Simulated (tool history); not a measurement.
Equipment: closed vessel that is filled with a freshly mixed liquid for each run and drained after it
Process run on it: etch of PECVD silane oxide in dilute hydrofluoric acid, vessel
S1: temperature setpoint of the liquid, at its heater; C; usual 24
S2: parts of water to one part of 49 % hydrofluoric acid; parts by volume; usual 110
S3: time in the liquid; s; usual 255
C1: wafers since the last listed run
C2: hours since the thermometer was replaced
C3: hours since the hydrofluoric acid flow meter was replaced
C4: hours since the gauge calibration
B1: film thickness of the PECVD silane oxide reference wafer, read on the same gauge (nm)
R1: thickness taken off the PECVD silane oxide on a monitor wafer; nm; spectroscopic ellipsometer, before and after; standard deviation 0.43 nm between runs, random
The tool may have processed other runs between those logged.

run    day    S1   S2   S3    C1      C2      C3     C4      B1     R1
  1      0    26  120  255     0  1207.8  1397.8   71.4     100   48.9
  2  0.496    26  120  255   704  1219.7  1409.7   83.3   99.98  47.56
  3  0.962    26  120  255   662  1230.9  1420.9   94.5     100  48.29
  4  1.425    24  110  255   657    1242    1432  105.6  100.03  49.07
  5  1.954  20.5  110  135   751  1254.7  1444.7  118.3     100  22.71
  6   2.35    24  110  255   562  1264.2  1454.2  127.8   99.98  48.19
  7  2.638    24  110  255   408  1271.1  1461.1  134.7  100.01  49.42
  8  3.121    24  110  255   686  1282.7  1472.7  146.3  100.01  48.88
  9    3.8    24  110  255   964    1299    1489  162.6  100.02  49.59
 10    4.1    24  110  255   426  1306.2  1496.2  169.8   99.99  48.89
 11  4.683    24  110  255   828  1320.2  1510.2  183.8     100  49.69
 12  4.971    24   80  255   408  1327.1  1517.1  190.7   99.98  69.93
 13  5.404    24  110  255   615  1337.5  1527.5  201.1     100  49.13
 14  6.125    26  120  255  1024  1354.8  1544.8  218.4   99.98  48.31
 15   6.55    24  110  255   603    1365    1555  228.6  100.01  49.08
       6.8  -- gauge calibrated
 16  7.242    24  160  215   982  1381.6  1571.6   10.6   99.98   26.7
 17  7.708    28  130  125   662  1392.8  1582.8   21.8     100  23.47
 18  8.433  26.5  145  345  1029  1410.2  1600.2   39.2  100.01  53.27
 19  9.138  20.5  110  190  1000  1427.1  1617.1   56.1   99.99  31.48
       9.4  -- hydrofluoric acid flow meter replaced
 20  9.421    24  150  135   343  1433.9     0.5   62.9     100  18.26

Run 21 has not been measured yet. What should we expect?
 21  9.871  24  135  255  639  1444.7  11.3  73.7   ?   ?

{"run 21": {"B1": 100.01, "R1": 39.4}}
Had the tool carried no hidden state, the very same run would have given R1 39.4 nm.
